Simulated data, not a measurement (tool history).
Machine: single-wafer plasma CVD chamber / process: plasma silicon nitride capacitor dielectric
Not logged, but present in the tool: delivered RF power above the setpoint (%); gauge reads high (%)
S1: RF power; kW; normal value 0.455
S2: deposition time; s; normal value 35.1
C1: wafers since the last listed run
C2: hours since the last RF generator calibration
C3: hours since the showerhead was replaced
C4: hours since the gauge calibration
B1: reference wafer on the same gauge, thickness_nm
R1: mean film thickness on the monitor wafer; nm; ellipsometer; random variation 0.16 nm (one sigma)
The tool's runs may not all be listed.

Run 1, hour 0: usual settings but S1 0.505 kW, S2 37.6 s; C1 0; C2 813.6; C3 5032.2; C4 629.9; B1 50.261. Result: R1 53.485 nm.
Run 2, hour 34.9: usual settings but S1 0.505 kW, S2 37.6 s; C1 509; C2 848.5; C3 5067.1; C4 664.8; B1 50.107. Result: R1 53.356 nm.
Run 3, hour 54.7: usual settings but S1 0.505 kW, S2 37.6 s; C1 289; C2 868.3; C3 5086.9; C4 684.6; B1 50.11. Result: R1 53.805 nm.
Run 4, hour 70.2: usual settings but S1 0.42 kW; C1 226; C2 883.8; C3 5102.4; C4 700.1; B1 50.164. Result: R1 46.236 nm.
Run 5, hour 85.9: usual settings but S1 0.42 kW; C1 229; C2 899.5; C3 5118.1; C4 715.8; B1 50.111. Result: R1 46.4 nm.
Run 6, hour 120.7: usual settings but S1 0.42 kW; C1 508; C2 934.3; C3 5152.9; C4 750.6; B1 49.961. Result: R1 46.431 nm.
Run 7, hour 136: usual settings but S1 0.385 kW; C1 223; C2 949.6; C3 5168.2; C4 765.9; B1 49.992. Result: R1 44.572 nm.
Run 8, hour 157.2: usual settings but S1 0.385 kW; C1 309; C2 970.8; C3 5189.4; C4 787.1; B1 49.943. Result: R1 44.866 nm.
Run 9, hour 189.2: usual settings but S1 0.385 kW; C1 467; C2 1002.8; C3 5221.4; C4 819.1; B1 49.848. Result: R1 44.742 nm.
Run 10, hour 213: usual settings but S2 32 s; C1 347; C2 1026.6; C3 5245.2; C4 842.9; B1 49.913. Result: R1 43.551 nm.
Run 11, hour 232.5: usual settings but S2 32 s; C1 284; C2 1046.1; C3 5264.7; C4 862.4; B1 49.713. Result: R1 43.285 nm.
Run 12, hour 249: usual settings; C1 241; C2 1062.6; C3 5281.2; C4 878.9; B1 49.749. Result: R1 47.638 nm.
Run 13, hour 261.8: usual settings; C1 186; C2 1075.4; C3 5294; C4 891.7; B1 49.666. Result: R1 47.8 nm.
Run 14, hour 290.2: usual settings; C1 414; C2 1103.8; C3 5322.4; C4 920.1; B1 49.698. Result: R1 47.612 nm.
Run 15, hour 370.9: usual settings; C1 1178; C2 1184.5; C3 5403.1; C4 1000.8; B1 49.443. Result: R1 47.522 nm.
Run 16, hour 393.4: usual settings; C1 328; C2 1207; C3 5425.6; C4 1023.3; B1 49.451. Result: R1 47.602 nm.
Run 17, hour 420.2: usual settings but S2 39.1 s; C1 391; C2 1233.8; C3 5452.4; C4 1050.1; B1 49.32. Result: R1 52.712 nm.
Run 18, hour 452.1: usual settings; C1 466; C2 1265.7; C3 5484.3; C4 1082; B1 49.317. Result: R1 47.368 nm.
At hour 523.8: showerhead replaced.
Run 19, hour 536.5: usual settings; C1 1116; C2 1350.1; C3 12.7; C4 1166.4; B1 49.018. Result: R1 47.163 nm.
Run 20, hour 565.4: usual settings but S1 0.375 kW, S2 29.1 s; C1 422; C2 1379; C3 41.6; C4 1195.3; B1 48.945. Result: R1 36.057 nm.
Run 21, hour 577.8: usual settings; C1 181; C2 1391.4; C3 54; C4 1207.7; B1 48.955. Result: R1 46.989 nm.
Run 22, hour 600.5: usual settings; C1 331; C2 1414.1; C3 76.7; C4 1230.4; B1 48.92. Result: R1 46.688 nm.
Run 23, hour 615.7: usual settings but S1 0.375 kW, S2 28.8 s; C1 222; C2 1429.3; C3 91.9; C4 1245.6; B1 48.907. Result: R1 35.631 nm.
At hour 646.4: gauge calibrated.
Run 24, hour 651.5: usual settings; C1 522; C2 1465.1; C3 127.7; C4 5.1; B1 50.706. Result: R1 48.659 nm.
Run 25, hour 679.3: usual settings but S1 0.38 kW, S2 37.3 s; C1 406; C2 1492.9; C3 155.5; C4 32.9; B1 50.727. Result: R1 48.015 nm.
At hour 700.7: RF generator calibrated.
Run 26, hour 701.6: usual settings but S1 0.41 kW, S2 29.4 s; C1 208; C2 0.9; C3 177.8; C4 55.2; B1 50.667. Result: R1 38.957 nm.
Run 27, hour 735.9: usual settings but S1 0.535 kW, S2 30.6 s; C1 501; C2 35.2; C3 212.1; C4 89.5; B1 50.77. Result: R1 44.913 nm.
Run 28, hour 749.2: usual settings but S1 0.39 kW, S2 31.9 s; C1 194; C2 48.5; C3 225.4; C4 102.8; B1 50.727. Result: R1 41.313 nm.
Run 29, hour 774.7: usual settings; C1 372; C2 74; C3 250.9; C4 128.3; B1 50.717. Result: R1 48.547 nm.
Run 30, hour 801.4: usual settings but S1 0.375 kW, S2 31.1 s; C1 390; C2 100.7; C3 277.6; C4 155; B1 50.593. Result: R1 39.681 nm.
Run 31, hour 828.7: usual settings but S1 0.53 kW, S2 37.7 s; C1 398; C2 128; C3 304.9; C4 182.3; B1 50.72. Result: R1 55.38 nm.
Run 32, hour 858.3: usual settings but S1 0.4 kW, S2 39.6 s; C1 432; C2 157.6; C3 334.5; C4 211.9; B1 50.725. Result: R1 52.097 nm.
Run 33, hour 920.1: usual settings; C1 902; C2 219.4; C3 396.3; C4 273.7; B1 50.592. Result: R1 48.454 nm.
Run 34, hour 958.4: usual settings but S1 0.41 kW, S2 29.6 s; C1 559; C2 257.7; C3 434.6; C4 312; B1 50.671. Result: R1 39.275 nm.
Run 35, hour 978.1: usual settings but S1 0.385 kW, S2 40 s; C1 287; C2 277.4; C3 454.3; C4 331.7; B1 50.619. Result: R1 51.637 nm.
Run 36, hour 1010: usual settings but S1 0.51 kW, S2 39.1 s; C1 466; C2 309.3; C3 486.2; C4 363.6; B1 50.555. Result: R1 56.067 nm.
Run 37, hour 1037: usual settings but S1 0.525 kW, S2 41.4 s; C1 394; C2 336.3; C3 513.2; C4 390.6; B1 50.579. Result: R1 59.997 nm.
Run 38, hour 1072.7: usual settings but S1 0.375 kW, S2 41.1 s; C1 521; C2 372; C3 548.9; C4 426.3; B1 50.541. Result: R1 52.544 nm.
Run 39, hour 1108.1: usual settings but S2 32.6 s; C1 517; C2 407.4; C3 584.3; C4 461.7; B1 50.48. Result: R1 45.029 nm.
Run 40, hour 1126.9: usual settings but S1 0.425 kW, S2 38 s; C1 274; C2 426.2; C3 603.1; C4 480.5; B1 50.508. Result: R1 50.781 nm.
Run 41, hour 1153.5: usual settings but S1 0.41 kW, S2 38.4 s; C1 388; C2 452.8; C3 629.7; C4 507.1; B1 50.382. Result: R1 50.634 nm.
Run 42, hour 1169.8: usual settings but S1 0.37 kW, S2 28.8 s; C1 238; C2 469.1; C3 646; C4 523.4; B1 50.383. Result: R1 36.369 nm.
Run 43, hour 1203.8: usual settings but S1 0.365 kW, S2 42 s; C1 496; C2 503.1; C3 680; C4 557.4; B1 50.367. Result: R1 52.782 nm.

Some steps in R1, run to run, broken into two amounts with sign: the step expected even without the hidden condition (settings, incoming material, random variation), and the rest, left for the hidden condition together with whatever gauge scatter is not in both the measured and the hidden-condition-free result:
Run 20 -> 21: S1 0.375 -> 0.455, S2 29.1 -> 35.1. R1 +10.932 nm: hidden state -0.422, all else +11.354.
Run 22 -> 23: S1 0.455 -> 0.375, S2 35.1 -> 28.8. R1 -11.057 nm: hidden state +0.381, all else -11.438.
Run 23 -> 24: S1 0.375 -> 0.455, S2 28.8 -> 35.1, gauge calibrated. R1 +13.028 nm: hidden state +1.388, all else +11.64.
Run 30 -> 31: S1 0.375 -> 0.53, S2 31.1 -> 37.7. R1 +15.699 nm: hidden state -0.016, all else +15.715.
Run 41 -> 42: S1 0.41 -> 0.37, S2 38.4 -> 28.8. R1 -14.265 nm: hidden state +0.067, all else -14.332.
Run 42 -> 43: S1 0.37 -> 0.365, S2 28.8 -> 42. R1 +16.413 nm: hidden state -0.146, all else +16.559.
